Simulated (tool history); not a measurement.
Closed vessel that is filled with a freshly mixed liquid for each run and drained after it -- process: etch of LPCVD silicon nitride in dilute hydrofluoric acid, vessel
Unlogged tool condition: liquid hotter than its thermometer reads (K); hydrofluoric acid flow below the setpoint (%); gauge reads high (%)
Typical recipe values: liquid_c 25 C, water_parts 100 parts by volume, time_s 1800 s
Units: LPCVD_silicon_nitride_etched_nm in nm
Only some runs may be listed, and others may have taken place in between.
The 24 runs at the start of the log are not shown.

run,day,liquid_c,water_parts,time_s,wafers since the last listed run,hours since the thermometer was replaced,hours since the hydrofluoric acid flow meter was replaced,hours since the gauge calibration,"read-back film thickness of the LPCVD silicon nitride reference wafer, read on the same gauge (nm)",LPCVD_silicon_nitride_etched_nm
# day 24.062: hydrofluoric acid flow meter replaced
25,24.988,25,100,1800,1356,328.4,22.2,173.7,59.98,10.52
26,26.392,25,100,1455,1407,362.1,55.9,207.4,60,8.63
27,27.508,25,85,2375,1118,388.9,82.7,234.2,59.99,16.6
28,28.812,21.5,100,1800,1306,420.2,114,265.5,59.97,8.49
29,30.033,25,100,1415,1223,449.5,143.3,294.8,60,8.36
30,30.612,27.5,100,1015,580,463.4,157.2,308.7,60.01,6.99
31,31.579,23,100,2695,968,486.6,180.4,331.9,60.01,13.97
32,32.508,25,100,1800,931,508.9,202.7,354.2,60,10.65

Below are 4 alternative next runs, each starting from the tool's condition after run 32. Predict each:
A,32.554,25,100,2295,45,510,203.8,355.3,?,?
B,32.554,23,100,980,45,510,203.8,355.3,?,?
C,32.554,23,130,2105,45,510,203.8,355.3,?,?
D,32.554,20.5,100,1800,45,510,203.8,355.3,?,?

run,"read-back film thickness of the LPCVD silicon nitride reference wafer, read on the same gauge (nm)",LPCVD_silicon_nitride_etched_nm
A,60.01,13.6
B,60.01,5.1
C,60.01,8.45
D,60.01,7.92
Without the tool's unlogged condition, the same runs would have read:
run,LPCVD_silicon_nitride_etched_nm
A,13.04
B,4.88
C,8.1
D,7.58
